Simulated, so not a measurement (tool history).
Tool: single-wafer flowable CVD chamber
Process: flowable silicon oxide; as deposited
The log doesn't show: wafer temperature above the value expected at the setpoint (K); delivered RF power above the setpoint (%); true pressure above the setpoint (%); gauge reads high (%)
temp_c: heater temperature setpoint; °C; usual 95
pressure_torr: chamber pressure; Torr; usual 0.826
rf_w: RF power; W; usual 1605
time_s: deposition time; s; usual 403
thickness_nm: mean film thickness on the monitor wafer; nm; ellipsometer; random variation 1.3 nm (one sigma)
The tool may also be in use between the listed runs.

run	hour	temp_c	pressure_torr	rf_w	time_s	wafers since the last listed run	hours since the last thermocouple change	hours since the last RF generator calibration	hours since the last manometer calibration	hours since the showerhead was replaced	hours since the gauge calibration	read-back reference wafer on the same gauge, thickness_nm	thickness_nm
1	0.0	95	0.826	1605	403	0	3.0	326.0	89.8	5922.1	202.3	315.223	271.293
2	55.5	95	0.826	1605	403	317	58.5	381.5	145.3	5977.6	257.8	314.931	275.771
3	88.2	95	0.743	1425	403	187	91.2	414.2	178.0	6010.3	290.5	314.840	238.394
4	187.8	95	0.826	1605	403	570	190.8	513.8	277.6	6109.9	390.1	314.512	272.359
5	226.1	95	0.725	1605	348	219	229.1	552.1	315.9	6148.2	428.4	315.112	206.348
6	289.3	95	0.826	1605	482	361	292.3	615.3	379.1	6211.4	491.6	314.837	326.468
7	321.2	105	0.826	1320	367	182	324.2	647.2	411.0	6243.3	523.5	314.903	160.496
8	346.0	101	0.826	1365	403	142	349.0	672.0	435.8	6268.1	548.3	315.206	206.077
9	413.4	105	0.826	1805	403	386	416.4	739.4	503.2	6335.5	615.7	315.429	190.400
10	472.1	95	0.826	1605	429	336	475.1	798.1	561.9	6394.2	674.4	315.174	287.877
11	543.5	82	0.666	1725	459	408	546.5	869.5	633.3	6465.6	745.8	315.290	404.453
12	607.2	95	0.826	1605	403	364	610.2	933.2	697.0	6529.3	809.5	314.954	273.647
# hour 643.0: RF generator calibrated
13	653.1	95	1.013	1875	403	217	656.1	10.1	742.9	6575.2	855.4	314.911	343.997
# hour 693.2: showerhead replaced
14	693.7	95	0.826	1605	403	186	696.7	50.7	783.5	0.5	896.0	314.457	269.869
15	749.5	95	0.826	1605	378	319	752.5	106.5	839.3	56.3	951.8	314.500	253.982
16	795.1	95	0.894	1605	403	261	798.1	152.1	884.9	101.9	997.4	315.085	293.233
17	841.7	95	0.826	1520	403	266	844.7	198.7	931.5	148.5	1044.0	315.048	267.651
18	885.8	109	0.826	1355	447	252	888.8	242.8	975.6	192.6	1088.1	314.857	169.034
19	933.2	95	0.709	1830	403	271	936.2	290.2	1023.0	240.0	1135.5	315.302	236.075
20	962.3	95	0.733	1695	332	166	965.3	319.3	1052.1	269.1	1164.6	315.414	198.512
21	987.1	102	0.826	1605	403	142	990.1	344.1	1076.9	293.9	1189.4	315.383	207.147
22	1046.6	95	0.826	1605	403	340	1049.6	403.6	1136.4	353.4	1248.9	315.212	270.254
23	1083.9	95	0.826	1330	341	213	1086.9	440.9	1173.7	390.7	1286.2	314.908	214.526
24	1109.0	101	0.826	1605	403	143	1112.0	466.0	1198.8	415.8	1311.3	315.261	214.648
25	1151.2	95	0.826	1605	403	241	1154.2	508.2	1241.0	458.0	1353.5	315.115	270.741
26	1355.8	106	0.683	1390	403	1171	1358.8	712.8	1445.6	662.6	1558.1	315.062	139.754
# hour 1391.2: RF generator calibrated
27	1419.6	88	0.667	1420	453	319	1422.6	28.4	1509.4	726.4	1621.9	314.861	302.647

5 ways to go on from here, each from the tool as it stands after run 27. What would each give?
A	1420.1	109	0.826	1605	403	2	1423.1	28.9	1509.9	726.9	1622.4	?	?
B	1420.1	95	0.826	1860	403	2	1423.1	28.9	1509.9	726.9	1622.4	?	?
C	1420.1	105	0.826	1835	462	2	1423.1	28.9	1509.9	726.9	1622.4	?	?
D	1420.1	82	0.973	1605	403	2	1423.1	28.9	1509.9	726.9	1622.4	?	?
E	1420.1	95	0.826	1605	360	2	1423.1	28.9	1509.9	726.9	1622.4	?	?

run	read-back reference wafer on the same gauge, thickness_nm	thickness_nm
A	314.641	157.097
B	314.641	275.097
C	314.641	215.266
D	314.641	497.161
E	314.641	237.359
Without the tool's hidden state the same runs would have given:
run	thickness_nm
A	161.585
B	283.379
C	221.731
D	511.026
E	244.505
